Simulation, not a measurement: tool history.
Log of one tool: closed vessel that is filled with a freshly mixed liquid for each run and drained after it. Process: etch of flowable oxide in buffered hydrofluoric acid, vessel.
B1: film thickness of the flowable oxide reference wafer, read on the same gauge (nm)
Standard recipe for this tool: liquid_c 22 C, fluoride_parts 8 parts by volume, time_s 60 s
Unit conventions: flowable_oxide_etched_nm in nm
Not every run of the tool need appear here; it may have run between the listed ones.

run 1 hour=0 | liquid_c=22 fluoride_parts=8 time_s=60 | B1=110.01 | flowable_oxide_etched_nm=151.65
run 2 hour=17.8 | liquid_c=18.5 fluoride_parts=8 time_s=60 | B1=110 | flowable_oxide_etched_nm=124.59
run 3 hour=24.6 | liquid_c=22 fluoride_parts=6.5 time_s=60 | B1=109.99 | flowable_oxide_etched_nm=189.17
run 4 hour=41.2 | liquid_c=22 fluoride_parts=6.5 time_s=60 | B1=110 | flowable_oxide_etched_nm=187.54
run 5 hour=62.7 | liquid_c=22 fluoride_parts=6.5 time_s=60 | B1=110.02 | flowable_oxide_etched_nm=186.32
-- hour=72.4 hydrofluoric acid flow meter replaced
run 6 hour=74 | liquid_c=22 fluoride_parts=8 time_s=60 | B1=110.01 | flowable_oxide_etched_nm=169.16
run 7 hour=81.1 | liquid_c=22 fluoride_parts=8 time_s=60 | B1=110.02 | flowable_oxide_etched_nm=171.86
run 8 hour=89.9 | liquid_c=22 fluoride_parts=8 time_s=60 | B1=110.03 | flowable_oxide_etched_nm=170.21
-- hour=122.9 gauge calibrated
run 9 hour=126.1 | liquid_c=22 fluoride_parts=8 time_s=60 | B1=110 | flowable_oxide_etched_nm=170
run 10 hour=133.2 | liquid_c=22 fluoride_parts=8 time_s=60 | B1=109.99 | flowable_oxide_etched_nm=167.47
run 11 hour=145.1 | liquid_c=22 fluoride_parts=8 time_s=60 | B1=110.02 | flowable_oxide_etched_nm=167.6
run 12 hour=156 | liquid_c=22 fluoride_parts=8 time_s=60 | B1=110.02 | flowable_oxide_etched_nm=168.1
run 13 hour=162.7 | liquid_c=22 fluoride_parts=8 time_s=60 | B1=110.03 | flowable_oxide_etched_nm=168.65
run 14 hour=175.2 | liquid_c=22 fluoride_parts=8 time_s=60 | B1=109.98 | flowable_oxide_etched_nm=166.55
run 15 hour=183.5 | liquid_c=22 fluoride_parts=8 time_s=60 | B1=110.02 | flowable_oxide_etched_nm=167.47
run 16 hour=199.7 | liquid_c=22 fluoride_parts=6 time_s=30 | B1=110 | flowable_oxide_etched_nm=111.14
run 17 hour=217.3 | liquid_c=22 fluoride_parts=8 time_s=45 | B1=109.99 | flowable_oxide_etched_nm=125.36
run 18 hour=235.2 | liquid_c=22 fluoride_parts=8 time_s=40 | B1=110.01 | flowable_oxide_etched_nm=111.39
run 19 hour=241.7 | liquid_c=22 fluoride_parts=8 time_s=60 | B1=110.01 | flowable_oxide_etched_nm=165.8
run 20 hour=251.9 | liquid_c=22 fluoride_parts=8 time_s=60 | B1=110.01 | flowable_oxide_etched_nm=165.95
-- hour=267.4 thermometer replaced
run 21 hour=267.9 | liquid_c=20.5 fluoride_parts=6.5 time_s=30 | B1=109.99 | flowable_oxide_etched_nm=111.21
run 22 hour=280.9 | liquid_c=22 fluoride_parts=10.5 time_s=75 | B1=110.02 | flowable_oxide_etched_nm=190.49
run 23 hour=330 | liquid_c=22 fluoride_parts=8 time_s=60 | B1=109.98 | flowable_oxide_etched_nm=193.16
run 24 hour=336.9 | liquid_c=19 fluoride_parts=9.5 time_s=90 | B1=109.98 | flowable_oxide_etched_nm=210.52
run 25 hour=345.2 | liquid_c=22 fluoride_parts=8 time_s=60 | B1=110 | flowable_oxide_etched_nm=190.23
run 26 hour=355.5 | liquid_c=22 fluoride_parts=6 time_s=40 | B1=109.99 | flowable_oxide_etched_nm=168.75
run 27 hour=370.9 | liquid_c=25.5 fluoride_parts=9 time_s=60 | B1=110 | flowable_oxide_etched_nm=209.73
run 28 hour=378.5 | liquid_c=22 fluoride_parts=8 time_s=60 | B1=110.01 | flowable_oxide_etched_nm=191.27
run 29 hour=386.4 | liquid_c=18 fluoride_parts=8 time_s=60 | B1=110.03 | flowable_oxide_etched_nm=152.79
run 30 hour=400.1 | liquid_c=20 fluoride_parts=10.5 time_s=75 | B1=109.99 | flowable_oxide_etched_nm=167.36
run 31 hour=411.4 | liquid_c=27 fluoride_parts=10.5 time_s=90 | B1=110.01 | flowable_oxide_etched_nm=296.44
run 32 hour=425.5 | liquid_c=22 fluoride_parts=8 time_s=60 | B1=110.03 | flowable_oxide_etched_nm=190.48
run 33 hour=438.1 | liquid_c=26 fluoride_parts=8 time_s=35 | B1=110.01 | flowable_oxide_etched_nm=138.9
run 34 hour=455.8 | liquid_c=24.5 fluoride_parts=5.5 time_s=35 | B1=109.97 | flowable_oxide_etched_nm=182.03

Same runs, no hidden state in the tool, same run-to-run variation:
Unlogged tool condition in this case: liquid colder than its thermometer reads (K); hydrofluoric acid flow below the setpoint (%); gauge reads high (%).
run=1 flowable_oxide_etched_nm=202.77
run=2 flowable_oxide_etched_nm=167.42
run=3 flowable_oxide_etched_nm=251.49
run=4 flowable_oxide_etched_nm=249.75
run=5 flowable_oxide_etched_nm=248.78
run=6 flowable_oxide_etched_nm=202.33
run=7 flowable_oxide_etched_nm=205.75
run=8 flowable_oxide_etched_nm=203.99
run=9 flowable_oxide_etched_nm=204.52
run=10 flowable_oxide_etched_nm=201.56
run=11 flowable_oxide_etched_nm=202.1
run=12 flowable_oxide_etched_nm=202.84
run=13 flowable_oxide_etched_nm=203.69
run=14 flowable_oxide_etched_nm=201.4
run=15 flowable_oxide_etched_nm=202.74
run=16 flowable_oxide_etched_nm=133.87
run=17 flowable_oxide_etched_nm=152.33
run=18 flowable_oxide_etched_nm=135.58
run=19 flowable_oxide_etched_nm=202
run=20 flowable_oxide_etched_nm=202.4
run=21 flowable_oxide_etched_nm=115.99
run=22 flowable_oxide_etched_nm=199.57
run=23 flowable_oxide_etched_nm=204.28
run=24 flowable_oxide_etched_nm=219.14
run=25 flowable_oxide_etched_nm=201.47
run=26 flowable_oxide_etched_nm=177.46
run=27 flowable_oxide_etched_nm=218.75
run=28 flowable_oxide_etched_nm=203.34
run=29 flowable_oxide_etched_nm=162.67
run=30 flowable_oxide_etched_nm=177.62
run=31 flowable_oxide_etched_nm=314.65
run=32 flowable_oxide_etched_nm=203.52
run=33 flowable_oxide_etched_nm=148.52
run=34 flowable_oxide_etched_nm=193.09
